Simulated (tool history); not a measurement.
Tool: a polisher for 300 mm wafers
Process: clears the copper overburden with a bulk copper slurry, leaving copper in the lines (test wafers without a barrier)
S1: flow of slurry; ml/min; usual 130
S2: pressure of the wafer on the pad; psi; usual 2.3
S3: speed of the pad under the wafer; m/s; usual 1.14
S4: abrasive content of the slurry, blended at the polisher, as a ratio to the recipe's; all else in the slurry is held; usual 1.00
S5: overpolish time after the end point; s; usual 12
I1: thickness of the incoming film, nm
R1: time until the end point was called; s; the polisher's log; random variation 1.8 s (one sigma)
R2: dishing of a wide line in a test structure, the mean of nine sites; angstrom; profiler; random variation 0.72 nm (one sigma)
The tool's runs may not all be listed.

| run | day | S1 | S2 | S3 | S4 | S5 | I1 | R1 | R2 |
|---|---|---|---|---|---|---|---|---|---|
| 1 | 0.000 | 130 | 2.5 | 1.14 | 1.00 | 12 | 787.4 | 121.3 | 584 |
| 2 | 2.104 | 130 | 2.5 | 1.14 | 1.00 | 12 | 788.5 | 121.7 | 578 |
|  | 2.596 | slurry blender recalibrated |
| 3 | 3.229 | 130 | 2.5 | 1.14 | 1.00 | 12 | 811.0 | 124.6 | 577 |
| 4 | 4.458 | 130 | 2.3 | 1.14 | 1.00 | 12 | 806.0 | 135.1 | 559 |
|  | 4.758 | worn pad replaced by a new one |
| 5 | 6.525 | 130 | 2.3 | 1.14 | 1.00 | 12 | 809.0 | 134.4 | 534 |
| 6 | 7.292 | 130 | 2.3 | 1.14 | 1.00 | 12 | 810.4 | 136.8 | 550 |
| 7 | 8.704 | 130 | 2.3 | 1.14 | 1.30 | 9 | 801.1 | 130.5 | 452 |
| 8 | 10.129 | 130 | 2.6 | 1.26 | 1.00 | 18 | 787.0 | 108.0 | 840 |
| 9 | 11.371 | 130 | 2.3 | 1.14 | 0.80 | 12 | 798.5 | 141.8 | 513 |
| 10 | 12.212 | 100 | 2.0 | 1.46 | 1.00 | 7 | 812.8 | 135.4 | 338 |
| 11 | 13.046 | 160 | 2.3 | 1.48 | 0.85 | 12 | 798.6 | 101.0 | 666 |
|  | 13.375 | slurry blender recalibrated |
|  | 13.762 | worn pad replaced by a new one |
| 12 | 14.458 | 130 | 2.3 | 1.14 | 1.00 | 12 | 792.6 | 135.2 | 544 |
| 13 | 15.742 | 130 | 2.3 | 1.14 | 1.00 | 8 | 807.0 | 140.3 | 373 |
|  | 15.988 | slurry nozzle cleaned |
| 14 | 16.800 | 130 | 2.3 | 1.14 | 1.00 | 8 | 785.3 | 117.2 | 429 |
| 15 | 17.942 | 130 | 2.3 | 1.00 | 1.00 | 15 | 789.6 | 138.4 | 641 |
| 16 | 19.233 | 130 | 2.3 | 1.14 | 1.00 | 12 | 798.3 | 121.7 | 594 |
| 17 | 20.146 | 130 | 2.3 | 1.14 | 1.00 | 12 | 797.1 | 119.4 | 581 |
| 18 | 21.300 | 130 | 2.3 | 1.14 | 1.00 | 12 | 796.9 | 123.5 | 590 |

Run 19 comes next. What will it give?
| 19 | 22.125 | 130 | 2.3 | 0.88 | 1.00 | 12 | 801.8 | ? | ? |

{"run 19": {"R1": 167.9, "R2": 461}}
Without the tool's hidden state the same run would have given R1 157.1 s, R2 487 angstrom.
